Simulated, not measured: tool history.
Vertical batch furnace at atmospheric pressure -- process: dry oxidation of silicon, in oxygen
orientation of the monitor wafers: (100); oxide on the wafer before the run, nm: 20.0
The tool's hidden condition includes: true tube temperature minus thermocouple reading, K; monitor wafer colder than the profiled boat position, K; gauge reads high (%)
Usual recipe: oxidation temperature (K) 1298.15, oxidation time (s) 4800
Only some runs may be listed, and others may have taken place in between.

run,day,oxidation temperature (K),oxidation time (s),wafers since the last listed run,hours since the last temperature calibration,hours since the boat lift was adjusted,hours since the gauge calibration,"read-back reference wafer on the same gauge, thickness",oxide thickness on the monitor wafer (Å)
1,0.000,1313.15,6090,0,1972.0,4784.8,145.2,87.70,1051.1
2,1.154,1313.15,6090,487,1999.7,4812.5,172.9,87.67,1054.3
3,2.342,1313.15,6090,501,2028.2,4841.0,201.4,87.70,1054.8
4,3.733,1283.15,4800,588,2061.6,4874.4,234.8,87.70,715.2
5,4.925,1283.15,4800,503,2090.2,4903.0,263.4,87.70,716.5
6,6.083,1283.15,4800,489,2118.0,4930.8,291.2,87.71,716.5
7,7.288,1298.15,4800,508,2146.9,4959.7,320.1,87.71,812.6
8,8.154,1298.15,4800,366,2167.7,4980.5,340.9,87.70,809.5
9,9.262,1282.15,4800,468,2194.3,5007.1,367.5,87.73,712.0
# day 10.471: boat lift adjusted
10,10.525,1282.15,4800,110,2224.6,1.3,397.8,87.71,714.6
11,11.179,1312.15,3810,276,2240.3,17.0,413.5,87.67,790.1
# day 11.442: gauge calibrated
12,12.446,1278.15,3060,535,2270.7,47.4,24.1,87.72,533.0
13,13.946,1298.15,5700,633,2306.7,83.4,60.1,87.70,901.3
# day 15.238: thermocouples replaced and temperature profile calibrated
14,15.258,1276.15,4140,132,0.5,114.9,91.6,87.68,597.5
15,15.929,1305.15,6960,283,16.6,131.0,107.7,87.72,1039.5
16,17.379,1298.15,4800,612,51.4,165.8,142.5,87.75,783.2
17,18.417,1298.15,4800,438,76.3,190.7,167.4,87.68,784.7
18,19.504,1278.15,4800,459,102.4,216.8,193.5,87.73,663.6
19,20.917,1276.15,6540,597,136.3,250.7,227.4,87.70,786.5
20,22.321,1298.15,4800,593,170.0,284.4,261.1,87.69,782.1

For each run, the measured value with the value that run would have given without the tool's hidden condition subtracted. The run-to-run variation is shared by both, the gauge scatter possibly not:
run,oxide thickness on the monitor wafer (Å)
1,+35.1
2,+35.7
3,+36.2
4,+26.8
5,+27.2
6,+27.5
7,+30.5
8,+30.7
9,+28.3
10,+28.7
11,+29.7
12,+20.6
13,+36.3
14,+0.6
15,+1.3
16,+1.5
17,+1.8
18,+1.8
19,+2.7
20,+3.0

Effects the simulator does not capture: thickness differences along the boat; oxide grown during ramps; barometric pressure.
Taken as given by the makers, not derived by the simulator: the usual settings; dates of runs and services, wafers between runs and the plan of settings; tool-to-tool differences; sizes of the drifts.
